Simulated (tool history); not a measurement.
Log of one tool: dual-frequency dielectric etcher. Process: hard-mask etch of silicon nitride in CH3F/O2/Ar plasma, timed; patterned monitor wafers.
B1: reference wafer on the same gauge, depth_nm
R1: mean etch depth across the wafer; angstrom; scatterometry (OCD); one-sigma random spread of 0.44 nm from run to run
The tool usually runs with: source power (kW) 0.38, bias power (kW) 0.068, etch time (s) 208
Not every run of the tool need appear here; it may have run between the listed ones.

{"run": 1, "hour": 0.0, "source power (kW)": 0.36, "bias power (kW)": 0.068, "etch time (s)": 208, "B1": 156, "R1": 1463}
{"run": 2, "hour": 11.7, "source power (kW)": 0.38, "bias power (kW)": 0.068, "etch time (s)": 208, "B1": 155.9, "R1": 1513}
{"run": 3, "hour": 29.5, "source power (kW)": 0.38, "bias power (kW)": 0.068, "etch time (s)": 208, "B1": 155.9, "R1": 1503}
{"run": 4, "hour": 36.9, "source power (kW)": 0.38, "bias power (kW)": 0.068, "etch time (s)": 208, "B1": 156, "R1": 1505}
{"run": 5, "hour": 44.2, "source power (kW)": 0.38, "bias power (kW)": 0.068, "etch time (s)": 208, "B1": 156, "R1": 1505}
{"run": 6, "hour": 57.9, "source power (kW)": 0.38, "bias power (kW)": 0.068, "etch time (s)": 208, "B1": 156, "R1": 1511}
{"run": 7, "hour": 70.6, "source power (kW)": 0.38, "bias power (kW)": 0.068, "etch time (s)": 208, "B1": 156.1, "R1": 1515}
{"run": 8, "hour": 83.2, "source power (kW)": 0.38, "bias power (kW)": 0.068, "etch time (s)": 208, "B1": 156, "R1": 1516}
{"run": 9, "hour": 92.5, "source power (kW)": 0.38, "bias power (kW)": 0.068, "etch time (s)": 237, "B1": 156, "R1": 1728}
{"run": 10, "hour": 105.0, "source power (kW)": 0.47, "bias power (kW)": 0.085, "etch time (s)": 232.5, "B1": 156.1, "R1": 1995}
{"run": 11, "hour": 120.6, "source power (kW)": 0.38, "bias power (kW)": 0.068, "etch time (s)": 208, "B1": 156, "R1": 1511}
{"run": 12, "hour": 138.2, "source power (kW)": 0.38, "bias power (kW)": 0.068, "etch time (s)": 208, "B1": 156, "R1": 1518}
{"run": 13, "hour": 155.6, "source power (kW)": 0.31, "bias power (kW)": 0.081, "etch time (s)": 172, "B1": 155.8, "R1": 1188}
{"run": 14, "hour": 172.7, "source power (kW)": 0.38, "bias power (kW)": 0.054, "etch time (s)": 208, "B1": 155.9, "R1": 1427}
{"hour": 203.9, "done": "wet clean of the chamber"}
{"run": 15, "hour": 221.5, "source power (kW)": 0.38, "bias power (kW)": 0.068, "etch time (s)": 164.5, "B1": 156.1, "R1": 1241}
{"run": 16, "hour": 233.3, "source power (kW)": 0.38, "bias power (kW)": 0.068, "etch time (s)": 258, "B1": 156, "R1": 1951}
{"run": 17, "hour": 247.1, "source power (kW)": 0.38, "bias power (kW)": 0.063, "etch time (s)": 208, "B1": 155.9, "R1": 1534}
{"hour": 273.9, "done": "bias power generator calibrated"}
{"hour": 276.6, "done": "gauge calibrated"}
{"hour": 283.9, "done": "upper electrode replaced"}
{"hour": 285.1, "done": "source power generator calibrated"}
{"hour": 294.2, "done": "wet clean of the chamber, repeated, since the last time left the tool worse"}
{"run": 18, "hour": 294.7, "source power (kW)": 0.33, "bias power (kW)": 0.081, "etch time (s)": 238.5, "B1": 156, "R1": 1647}
{"run": 19, "hour": 295.1, "source power (kW)": 0.44, "bias power (kW)": 0.059, "etch time (s)": 208, "B1": 155.9, "R1": 1519}
{"run": 20, "hour": 295.5, "source power (kW)": 0.38, "bias power (kW)": 0.068, "etch time (s)": 208, "B1": 155.9, "R1": 1473}
{"run": 21, "hour": 297.8, "source power (kW)": 0.33, "bias power (kW)": 0.081, "etch time (s)": 238.5, "B1": 156.1, "R1": 1649}
{"run": 22, "hour": 313.7, "source power (kW)": 0.44, "bias power (kW)": 0.075, "etch time (s)": 191, "B1": 156, "R1": 1490}
{"run": 23, "hour": 325.4, "source power (kW)": 0.38, "bias power (kW)": 0.083, "etch time (s)": 237.5, "B1": 155.9, "R1": 1779}
{"run": 24, "hour": 342.7, "source power (kW)": 0.38, "bias power (kW)": 0.068, "etch time (s)": 208, "B1": 155.9, "R1": 1474}
{"run": 25, "hour": 349.7, "source power (kW)": 0.41, "bias power (kW)": 0.077, "etch time (s)": 248, "B1": 156.2, "R1": 1905}
{"run": 26, "hour": 359.4, "source power (kW)": 0.38, "bias power (kW)": 0.084, "etch time (s)": 208, "B1": 156.2, "R1": 1572}
{"run": 27, "hour": 372.2, "source power (kW)": 0.48, "bias power (kW)": 0.068, "etch time (s)": 247, "B1": 156.1, "R1": 1968}
{"run": 28, "hour": 385.4, "source power (kW)": 0.47, "bias power (kW)": 0.085, "etch time (s)": 232.5, "B1": 155.9, "R1": 1959}
{"run": 29, "hour": 394.6, "source power (kW)": 0.31, "bias power (kW)": 0.074, "etch time (s)": 183, "B1": 156.1, "R1": 1204}
{"run": 30, "hour": 402.4, "source power (kW)": 0.38, "bias power (kW)": 0.081, "etch time (s)": 208, "B1": 155.9, "R1": 1561}
{"run": 31, "hour": 416.3, "source power (kW)": 0.33, "bias power (kW)": 0.057, "etch time (s)": 185, "B1": 155.9, "R1": 1164}

Below are 3 alternative next runs, each starting from the tool's condition after run 31. Predict each:
{"run": "A", "hour": 416.8, "source power (kW)": 0.38, "bias power (kW)": 0.068, "etch time (s)": 249.5, "B1": "?", "R1": "?"}
{"run": "B", "hour": 416.8, "source power (kW)": 0.38, "bias power (kW)": 0.068, "etch time (s)": 263.5, "B1": "?", "R1": "?"}
{"run": "C", "hour": 416.8, "source power (kW)": 0.3, "bias power (kW)": 0.053, "etch time (s)": 208, "B1": "?", "R1": "?"}

run=A B1=156.1 R1=1782
run=B B1=156.1 R1=1882
run=C B1=156.1 R1=1223
What these runs would have given with no unlogged condition in the tool:
run=A R1=1772
run=B R1=1872
run=C R1=1217
